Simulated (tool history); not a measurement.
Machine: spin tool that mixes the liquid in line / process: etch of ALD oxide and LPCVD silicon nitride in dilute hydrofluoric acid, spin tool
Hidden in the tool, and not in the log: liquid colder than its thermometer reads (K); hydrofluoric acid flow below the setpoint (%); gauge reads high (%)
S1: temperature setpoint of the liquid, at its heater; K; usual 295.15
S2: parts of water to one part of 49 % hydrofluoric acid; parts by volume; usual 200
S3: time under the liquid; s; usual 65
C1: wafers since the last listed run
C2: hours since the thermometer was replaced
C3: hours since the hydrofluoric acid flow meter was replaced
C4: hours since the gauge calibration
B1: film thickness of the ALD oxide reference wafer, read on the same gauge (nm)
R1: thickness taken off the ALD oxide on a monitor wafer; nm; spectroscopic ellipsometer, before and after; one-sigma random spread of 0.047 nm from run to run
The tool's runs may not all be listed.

| run | hour | S1 | S2 | S3 | C1 | C2 | C3 | C4 | B1 | R1 |
|---|---|---|---|---|---|---|---|---|---|---|
| 1 | 0 | 295.15 | 200 | 65 | 0 | 1618.8 | 119.2 | 355.9 | 69.99 | 5.35 |
| 2 | 32.3 | 295.15 | 200 | 65 | 409 | 1651.1 | 151.5 | 388.2 | 69.98 | 5.34 |
| 3 | 75.6 | 295.15 | 200 | 65 | 548 | 1694.4 | 194.8 | 431.5 | 70.02 | 5.25 |
|  | 118.3 | gauge calibrated |
| 4 | 133.9 | 295.15 | 200 | 65 | 738 | 1752.7 | 253.1 | 15.6 | 69.97 | 5.29 |
| 5 | 159.2 | 295.15 | 200 | 65 | 320 | 1778 | 278.4 | 40.9 | 70.02 | 5.17 |
| 6 | 202.1 | 295.15 | 200 | 65 | 543 | 1820.9 | 321.3 | 83.8 | 69.99 | 5.23 |
| 7 | 241.9 | 295.15 | 200 | 65 | 504 | 1860.7 | 361.1 | 123.6 | 69.98 | 5.2 |
| 8 | 292.8 | 295.15 | 200 | 65 | 644 | 1911.6 | 412 | 174.5 | 69.99 | 5.19 |
|  | 304.9 | hydrofluoric acid flow meter replaced |
| 9 | 359.5 | 295.15 | 200 | 65 | 831 | 1978.3 | 54.6 | 241.2 | 70 | 5.24 |
|  | 496.6 | gauge calibrated |
| 10 | 513.2 | 291.65 | 150 | 85 | 1946 | 2132 | 208.3 | 16.6 | 69.97 | 8.26 |
| 11 | 564.8 | 298.65 | 115 | 45 | 653 | 2183.6 | 259.9 | 68.2 | 70 | 7.7 |
|  | 567.8 | thermometer replaced |
| 12 | 613.7 | 295.15 | 200 | 65 | 606 | 45.9 | 308.8 | 117.1 | 69.99 | 5.72 |
| 13 | 657 | 295.15 | 255 | 35 | 548 | 89.2 | 352.1 | 160.4 | 69.99 | 2.29 |
|  | 696.9 | hydrofluoric acid flow meter replaced |
| 14 | 708.7 | 297.65 | 200 | 95 | 642 | 140.9 | 11.8 | 212.1 | 69.96 | 9.12 |
| 15 | 751.3 | 295.15 | 200 | 65 | 539 | 183.5 | 54.4 | 254.7 | 70.03 | 5.67 |
| 16 | 778.8 | 296.65 | 200 | 65 | 348 | 211 | 81.9 | 282.2 | 70.01 | 6.07 |
| 17 | 831.7 | 290.65 | 165 | 65 | 669 | 263.9 | 134.8 | 335.1 | 70.03 | 6.03 |

Consider 5 possible next runs. They are alternatives, not a sequence: every one starts from the tool as it was left by run 17. What does each give?
| A | 832.1 | 295.15 | 105 | 65 | 5 | 264.3 | 135.2 | 335.5 | ? | ? |
| B | 832.1 | 295.15 | 235 | 85 | 5 | 264.3 | 135.2 | 335.5 | ? | ? |
| C | 832.1 | 298.15 | 105 | 45 | 5 | 264.3 | 135.2 | 335.5 | ? | ? |
| D | 832.1 | 291.65 | 270 | 65 | 5 | 264.3 | 135.2 | 335.5 | ? | ? |
| E | 832.1 | 297.65 | 140 | 75 | 5 | 264.3 | 135.2 | 335.5 | ? | ? |

| run | B1 | R1 |
|---|---|---|
| A | 70.02 | 11.97 |
| B | 70.02 | 6.09 |
| C | 70.02 | 9.34 |
| D | 70.02 | 3.44 |
| E | 70.02 | 10.98 |
Had the tool no hidden state, the same runs would have come out as:
| run | R1 |
|---|---|
| A | 12.14 |
| B | 6.17 |
| C | 9.46 |
| D | 3.49 |
| E | 11.12 |
